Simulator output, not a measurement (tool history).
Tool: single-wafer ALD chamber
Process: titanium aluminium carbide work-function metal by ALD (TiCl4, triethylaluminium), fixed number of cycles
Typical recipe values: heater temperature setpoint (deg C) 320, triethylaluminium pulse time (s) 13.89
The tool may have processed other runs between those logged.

run,hour,heater temperature setpoint (deg C),triethylaluminium pulse time (s),wafers since the last listed run,hours since the last thermocouple change,hours since the last triethylaluminium bottle change,hours since the showerhead was replaced,hours since the gauge calibration,"read-back reference wafer on the same gauge, thickness_nm",mean film thickness on the monitor wafer (Å)
1,0.0,331,13.89,0,1459.9,1013.0,5376.9,780.1,1.970,22.37
2,167.8,331,13.89,1727,1627.7,1180.8,5544.7,947.9,1.970,22.29
3,212.6,312,16.99,461,1672.5,1225.6,5589.5,992.7,1.971,20.57
4,313.4,320,15.79,1037,1773.3,1326.4,5690.3,1093.5,1.971,21.28
5,408.8,320,15.79,982,1868.7,1421.8,5785.7,1188.9,1.969,21.26
# hour 437.4: gauge calibrated
6,454.8,320,15.79,473,1914.7,1467.8,5831.7,17.4,1.970,21.21
# hour 529.2: showerhead replaced
7,540.3,320,10.54,797,2000.2,1553.3,11.1,102.9,1.970,21.09
8,580.3,320,10.54,411,2040.2,1593.3,51.1,142.9,1.970,20.94
9,632.3,308,12.12,535,2092.2,1645.3,103.1,194.9,1.970,19.87
# hour 647.5: triethylaluminium bottle replaced
10,727.2,309,16.78,894,2187.1,79.7,198.0,289.8,1.970,20.14
# hour 802.7: thermocouple changed; heater temperature recalibrated
11,832.8,334,17.69,1004,30.1,185.3,303.6,395.4,1.971,23.12
12,897.1,313,9.96,661,94.4,249.6,367.9,459.7,1.971,20.70
13,974.7,307,18.24,798,172.0,327.2,445.5,537.3,1.968,20.43
# hour 1034.8: thermocouple changed; heater temperature recalibrated, repeated, since the last time left the tool worse
14,1054.5,327,8.59,739,19.7,407.0,525.3,617.1,1.969,21.14
15,1141.7,320,15.79,897,106.9,494.2,612.5,704.3,1.971,20.97
16,1201.0,334,17.69,610,166.2,553.5,671.8,763.6,1.970,22.46

5 ways to go on from here, each from the tool as it stands after run 16. What would each give?
A,1201.4,320,13.89,4,166.6,553.9,672.2,764.0,?,?
B,1201.4,328,13.89,4,166.6,553.9,672.2,764.0,?,?
C,1201.4,320,11.48,4,166.6,553.9,672.2,764.0,?,?
D,1201.4,330,16.45,4,166.6,553.9,672.2,764.0,?,?
E,1201.4,329,9.06,4,166.6,553.9,672.2,764.0,?,?

run,"read-back reference wafer on the same gauge, thickness_nm",mean film thickness on the monitor wafer (Å)
A,1.969,21.04
B,1.969,21.81
C,1.969,20.90
D,1.969,22.09
E,1.969,21.51
With no hidden state in the tool, these same runs would have given:
run,mean film thickness on the monitor wafer (Å)
A,20.90
B,21.67
C,20.76
D,21.95
E,21.37
